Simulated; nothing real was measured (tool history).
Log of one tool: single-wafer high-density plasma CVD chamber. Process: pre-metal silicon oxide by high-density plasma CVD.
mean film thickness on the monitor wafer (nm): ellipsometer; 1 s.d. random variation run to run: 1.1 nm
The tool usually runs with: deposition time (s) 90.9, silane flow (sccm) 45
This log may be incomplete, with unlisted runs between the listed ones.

| run | hour | deposition time (s) | silane flow (sccm) | read-back reference wafer on the same gauge, thickness_nm | mean film thickness on the monitor wafer (nm) |
|---|---|---|---|---|---|
| 1 | 0.0 | 90.9 | 51 | 437.087 | 456.546 |
| 2 | 48.1 | 90.9 | 51 | 436.843 | 454.405 |
| 3 | 152.3 | 90.9 | 51 | 436.533 | 454.848 |
| 4 | 191.6 | 90.9 | 45 | 436.995 | 400.085 |
| 5 | 242.0 | 90.9 | 45 | 437.454 | 398.894 |
| 6 | 333.7 | 90.9 | 45 | 437.090 | 400.737 |
| 7 | 405.8 | 90.9 | 45 | 437.204 | 400.371 |
| 8 | 473.3 | 90.9 | 45 | 436.799 | 399.294 |
| 9 | 512.7 | 90.9 | 45 | 437.034 | 399.859 |
| 10 | 582.0 | 90.9 | 45 | 437.075 | 398.932 |
| 11 | 653.8 | 90.9 | 45 | 437.208 | 398.988 |
| 12 | 714.8 | 90.9 | 45 | 437.062 | 398.775 |
| 13 | 764.5 | 90.9 | 45 | 437.363 | 398.878 |
| 14 | 872.5 | 90.9 | 45 | 437.036 | 397.077 |
| 15 | 979.5 | 90.9 | 45 | 436.912 | 395.381 |
| 16 | 1047.2 | 90.9 | 45 | 437.379 | 397.723 |
| 17 | 1088.5 | 101.5 | 49 | 437.245 | 481.640 |
| 18 | 1159.2 | 101.5 | 49 | 437.279 | 483.562 |
| 19 | 1263.9 | 90.9 | 45 | 437.319 | 395.875 |
|  | 1470.5 | silane flow controller replaced |
| 20 | 1531.2 | 90.9 | 45 | 437.585 | 412.511 |
| 21 | 1616.4 | 96.1 | 45 | 436.753 | 436.192 |
| 22 | 1711.7 | 96.1 | 45 | 436.974 | 433.205 |
| 23 | 1755.2 | 72.8 | 52 | 437.168 | 380.186 |
| 24 | 1836.0 | 80.4 | 53 | 437.055 | 423.378 |
| 25 | 1886.1 | 90.9 | 45 | 437.317 | 406.693 |
| 26 | 1966.0 | 90.9 | 45 | 437.100 | 406.193 |
| 27 | 2055.1 | 84.2 | 45 | 436.992 | 375.473 |
| 28 | 2145.8 | 90.9 | 50 | 437.167 | 449.518 |
| 29 | 2218.6 | 90.9 | 38 | 437.339 | 340.419 |
| 30 | 2278.8 | 108.7 | 52 | 436.985 | 558.021 |
| 31 | 2341.0 | 78.4 | 50 | 437.028 | 385.077 |
| 32 | 2425.5 | 103.0 | 40 | 437.344 | 406.232 |
| 33 | 2468.5 | 73.3 | 40 | 437.181 | 288.755 |
| 34 | 2535.4 | 79.3 | 37 | 437.153 | 287.189 |
| 35 | 2611.8 | 104.6 | 50 | 436.888 | 513.335 |
| 36 | 2685.9 | 97.8 | 48 | 437.471 | 460.555 |
|  | 2721.3 | gauge calibrated |
| 37 | 2770.7 | 106.0 | 37 | 437.007 | 383.459 |
| 38 | 2821.5 | 90.9 | 45 | 437.283 | 399.773 |
| 39 | 2882.5 | 90.9 | 45 | 437.237 | 399.061 |
| 40 | 2976.6 | 95.9 | 52 | 437.192 | 486.300 |
| 41 | 3053.8 | 85.6 | 54 | 437.044 | 451.030 |
| 42 | 3376.8 | 90.9 | 45 | 437.223 | 400.453 |
| 43 | 3474.9 | 97.5 | 52 | 437.135 | 496.020 |
| 44 | 3534.3 | 90.9 | 40 | 437.499 | 353.202 |
| 45 | 3602.6 | 90.9 | 45 | 437.317 | 397.149 |
| 46 | 3684.7 | 90.9 | 45 | 437.207 | 396.670 |
| 47 | 3738.6 | 80.6 | 51 | 436.728 | 401.370 |

What was the tool's hidden state at every run in the log?
gauge reads high (%): 0 on each run
H1: delivered silane flow above the setpoint (%)
| run | H1 |
|---|---|
| 1 | -2.59 |
| 2 | -2.68 |
| 3 | -2.86 |
| 4 | -2.92 |
| 5 | -3 |
| 6 | -3.12 |
| 7 | -3.21 |
| 8 | -3.29 |
| 9 | -3.33 |
| 10 | -3.4 |
| 11 | -3.46 |
| 12 | -3.52 |
| 13 | -3.55 |
| 14 | -3.63 |
| 15 | -3.7 |
| 16 | -3.74 |
| 17 | -3.76 |
| 18 | -3.79 |
| 19 | -3.84 |
| 20 | 0.00576 |
| 21 | -0.359 |
| 22 | -0.724 |
| 23 | -0.877 |
| 24 | -1.14 |
| 25 | -1.29 |
| 26 | -1.51 |
| 27 | -1.74 |
| 28 | -1.94 |
| 29 | -2.09 |
| 30 | -2.2 |
| 31 | -2.31 |
| 32 | -2.44 |
| 33 | -2.5 |
| 34 | -2.59 |
| 35 | -2.69 |
| 36 | -2.77 |
| 37 | -2.86 |
| 38 | -2.91 |
| 39 | -2.96 |
| 40 | -3.04 |
| 41 | -3.09 |
| 42 | -3.28 |
| 43 | -3.32 |
| 44 | -3.35 |
| 45 | -3.37 |
| 46 | -3.4 |
| 47 | -3.41 |
